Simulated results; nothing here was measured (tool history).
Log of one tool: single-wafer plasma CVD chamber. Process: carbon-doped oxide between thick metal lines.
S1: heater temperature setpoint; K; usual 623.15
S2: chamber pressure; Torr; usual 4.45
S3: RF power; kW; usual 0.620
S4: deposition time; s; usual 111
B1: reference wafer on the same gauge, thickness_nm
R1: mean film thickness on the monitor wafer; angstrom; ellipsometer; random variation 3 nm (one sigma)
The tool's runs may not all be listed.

Run 1, hour 0.0: usual settings; B1 545.024. Result: R1 5500.29 angstrom.
Run 2, hour 13.7: usual settings; B1 545.059. Result: R1 5479.09 angstrom.
Run 3, hour 37.9: usual settings; B1 544.106. Result: R1 5539.38 angstrom.
Run 4, hour 71.8: usual settings; B1 545.121. Result: R1 5498.77 angstrom.
Run 5, hour 98.4: usual settings; B1 544.288. Result: R1 5448.98 angstrom.
At hour 128.3: capacitance manometer re-zeroed and calibrated.
Run 6, hour 139.6: usual settings; B1 544.420. Result: R1 5474.90 angstrom.
At hour 162.2: thermocouple changed; heater temperature recalibrated.
At hour 173.1: gauge calibrated.
Run 7, hour 175.2: usual settings; B1 544.621. Result: R1 5472.84 angstrom.
At hour 188.3: RF generator calibrated.
At hour 200.5: showerhead replaced.
Run 8, hour 201.0: usual settings but S1 610.15 K, S2 3.84 Torr; B1 546.845. Result: R1 5930.38 angstrom.
Run 9, hour 215.9: usual settings but S1 616.15 K, S2 3.85 Torr, S3 0.540 kW; B1 544.295. Result: R1 5097.45 angstrom.
Run 10, hour 250.2: usual settings; B1 545.599. Result: R1 5746.91 angstrom.
Run 11, hour 274.6: usual settings; B1 545.407. Result: R1 5773.07 angstrom.
Run 12, hour 295.6: usual settings; B1 545.822. Result: R1 5785.87 angstrom.
Run 13, hour 375.8: usual settings but S2 3.53 Torr, S4 129 s; B1 545.482. Result: R1 6511.55 angstrom.
Run 14, hour 400.5: usual settings but S1 628.15 K, S2 5.06 Torr, S4 94 s; B1 546.171. Result: R1 4873.76 angstrom.
Run 15, hour 424.7: usual settings but S1 633.15 K; B1 544.843. Result: R1 5574.66 angstrom.

Forecast each of these 4 alternatives for the next run:
Run A, hour 425.1: usual settings but S3 0.565 kW; B1 ?. Result: R1 ?.
Run B, hour 425.1: usual settings but S1 616.15 K, S4 120 s; B1 ?. Result: R1 ?.
Run C, hour 425.1: usual settings but S1 613.15 K, S2 3.55 Torr; B1 ?. Result: R1 ?.
Run D, hour 425.1: usual settings but S1 632.15 K; B1 ?. Result: R1 ?.

run       B1       R1
  A  544.958  5185.11
  B  544.958  6232.67
  C  544.958  5668.77
  D  544.958  5564.16
Without the tool's hidden state the same runs would have given:
run       R1
  A  5441.44
  B  6530.16
  C  5939.34
  D  5829.74
